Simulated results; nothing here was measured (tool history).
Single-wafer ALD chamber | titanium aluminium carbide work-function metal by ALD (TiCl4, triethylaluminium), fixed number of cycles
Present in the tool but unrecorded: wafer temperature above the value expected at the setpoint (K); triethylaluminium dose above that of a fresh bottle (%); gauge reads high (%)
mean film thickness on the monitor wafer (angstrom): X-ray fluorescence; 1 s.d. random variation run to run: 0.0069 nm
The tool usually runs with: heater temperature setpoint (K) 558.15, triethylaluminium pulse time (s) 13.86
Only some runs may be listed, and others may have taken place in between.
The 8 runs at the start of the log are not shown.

run	hour	heater temperature setpoint (K)	triethylaluminium pulse time (s)	wafers since the last listed run	hours since the last thermocouple change	hours since the last triethylaluminium bottle change	hours since the showerhead was replaced	hours since the gauge calibration	read-back reference wafer on the same gauge, thickness_nm	mean film thickness on the monitor wafer (angstrom)
9	112.5	558.15	13.86	16	26.8	802.9	2.5	271.8	1.550	17.38
10	119.5	558.15	13.86	58	33.8	809.9	9.5	278.8	1.550	17.26
11	135.3	558.15	13.86	132	49.6	825.7	25.3	294.6	1.550	17.33
# hour 153.7: triethylaluminium bottle replaced
12	154.2	546.15	13.86	91	68.5	0.5	44.2	313.5	1.551	15.58
13	161.1	568.15	10.32	57	75.4	7.4	51.1	320.4	1.550	16.06
14	174.3	554.15	9.18	110	88.6	20.6	64.3	333.6	1.550	14.31
15	186.6	568.15	12.30	103	100.9	32.9	76.6	345.9	1.549	16.83
16	197.8	565.15	18.77	94	112.1	44.1	87.8	357.1	1.551	17.82
17	215.1	569.15	18.38	145	129.4	61.4	105.1	374.4	1.549	18.07
18	228.4	551.15	16.80	111	142.7	74.7	118.4	387.7	1.551	16.29
19	238.3	569.15	10.77	83	152.6	84.6	128.3	397.6	1.550	16.21
# hour 247.6: triethylaluminium bottle replaced, repeated, since the last time left the tool worse
20	248.1	545.15	15.63	15	162.4	0.5	138.1	407.4	1.549	16.54
# hour 260.4: gauge calibrated
21	290.5	558.15	11.97	356	204.8	42.9	180.5	30.1	1.551	17.46
22	298.1	547.15	9.73	63	212.4	50.5	188.1	37.7	1.551	16.04
23	304.3	545.15	15.63	52	218.6	56.7	194.3	43.9	1.550	16.62
24	321.6	547.15	11.58	145	235.9	74.0	211.6	61.2	1.550	16.39
25	337.3	554.15	9.18	131	251.6	89.7	227.3	76.9	1.550	16.49
26	350.8	550.15	19.39	113	265.1	103.2	240.8	90.4	1.549	17.01
27	359.2	558.15	13.86	70	273.5	111.6	249.2	98.8	1.550	17.53
28	373.1	558.15	13.86	116	287.4	125.5	263.1	112.7	1.549	17.54
29	386.9	558.15	13.86	115	301.2	139.3	276.9	126.5	1.549	17.57
30	401.6	548.15	10.61	123	315.9	154.0	291.6	141.2	1.550	16.22
31	408.8	545.15	16.53	60	323.1	161.2	298.8	148.4	1.550	16.41
32	418.6	548.15	13.86	82	332.9	171.0	308.6	158.2	1.550	16.61

What if the next run were any one of these 5? Each begins from the tool's condition after run 32:
A	419.0	554.15	13.86	3	333.3	171.4	309.0	158.6	?	?
B	419.0	569.15	9.70	3	333.3	171.4	309.0	158.6	?	?
C	419.0	558.15	11.54	3	333.3	171.4	309.0	158.6	?	?
D	419.0	545.15	17.56	3	333.3	171.4	309.0	158.6	?	?
E	419.0	553.15	11.46	3	333.3	171.4	309.0	158.6	?	?

run	read-back reference wafer on the same gauge, thickness_nm	mean film thickness on the monitor wafer (angstrom)
A	1.551	17.23
B	1.551	17.87
C	1.551	17.33
D	1.551	16.61
E	1.551	16.90
Without the tool's unlogged condition, the same runs would have read:
run	mean film thickness on the monitor wafer (angstrom)
A	17.31
B	18.09
C	17.46
D	16.64
E	17.03
